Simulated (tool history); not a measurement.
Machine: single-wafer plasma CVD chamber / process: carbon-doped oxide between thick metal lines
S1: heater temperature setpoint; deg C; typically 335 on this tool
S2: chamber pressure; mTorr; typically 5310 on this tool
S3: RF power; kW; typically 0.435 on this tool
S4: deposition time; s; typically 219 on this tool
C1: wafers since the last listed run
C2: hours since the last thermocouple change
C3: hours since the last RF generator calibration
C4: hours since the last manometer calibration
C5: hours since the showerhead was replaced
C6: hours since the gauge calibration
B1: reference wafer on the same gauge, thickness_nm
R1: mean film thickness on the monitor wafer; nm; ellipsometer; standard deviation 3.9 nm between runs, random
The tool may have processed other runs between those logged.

run   hour   S1    S2     S3   S4    C1      C2      C3      C4      C5      C6       B1        R1
  1      0  335  5310  0.435  219     0  1541.5   548.9  1872.3    2603   850.7  900.279  1033.565
  2   48.4  335  5310  0.435  219   245  1589.9   597.3  1920.7  2651.4   899.1    900.2  1030.253
  3  101.3  335  5310  0.435  219   267  1642.8   650.2  1973.6  2704.3     952  900.312  1035.632
  4  131.9  335  5310  0.435  219   154  1673.4   680.8  2004.2  2734.9   982.6  899.888  1025.017
  5  192.5  335  5990  0.435  219   306    1734   741.4  2064.8  2795.5  1043.2  900.817  1048.603
  6  230.4  335  5310   0.38  209   191  1771.9   779.3  2102.7  2833.4  1081.1  900.013   925.693
  7  289.4  335  5310   0.38  209   298  1830.9   838.3  2161.7  2892.4  1140.1  900.348   924.989
     306.4  -- gauge calibrated
  8  313.6  330  5310  0.435  219   122  1855.1   862.5  2185.9  2916.6     7.2  900.023  1047.808
  9  366.1  330  5310  0.435  219   265  1907.6     915  2238.4  2969.1    59.7  899.069  1040.012
     414.7  -- showerhead replaced
 10  433.7  329  6340  0.395  189   301  1975.2   982.6    2306      19   127.3  899.661   877.611
     447.8  -- capacitance manometer re-zeroed and calibrated
 11  503.6  343  5700  0.435  189   313  2045.1  1052.5    55.8    88.9   197.2  899.899   864.469
 12  537.6  320  6640  0.365  261   172  2079.1  1086.5    89.8   122.9   231.2  899.894  1214.132
     551.4  -- thermocouple changed; heater temperature recalibrated
       587  -- RF generator calibrated
 13  609.5  349  4130  0.435  260   283    58.1    22.5   161.7   194.8   303.1  900.501  1183.236
 14  636.9  340  6260  0.365  248   138    85.5    49.9   189.1   222.2   330.5  899.693  1106.979
 15  699.2  335  6530  0.435  219   315   147.8   112.2   251.4   284.5   392.8  899.275  1070.766
 16  764.4  335  5310  0.435  185   330     213   177.4   316.6   349.7     458   899.95    883.04
 17  793.3  335  5310  0.435  219   146   241.9   206.3   345.5   378.6   486.9  899.411  1051.117
 18  997.9  335  5310  0.435  219  1035   446.5   410.9   550.1   583.2   691.5  900.794  1038.238

Predict each of these 4 candidate next runs independently; none follows another, all start after run 18:
  A  998.4  328  5310  0.435  219   2  447  411.4  550.6  583.7  692   ?   ?
  B  998.4  335  5310  0.505  219   2  447  411.4  550.6  583.7  692   ?   ?
  C  998.4  325  5310  0.435  219   2  447  411.4  550.6  583.7  692   ?   ?
  D  998.4  335  4940  0.435  237   2  447  411.4  550.6  583.7  692   ?   ?

run       B1        R1
  A  900.364  1059.656
  B  900.364  1105.495
  C  900.364   1071.75
  D  900.364  1110.369
Had the tool no hidden state, the same runs would have come out as:
run        R1
  A  1089.192
  B  1131.996
  C  1101.624
  D  1141.319
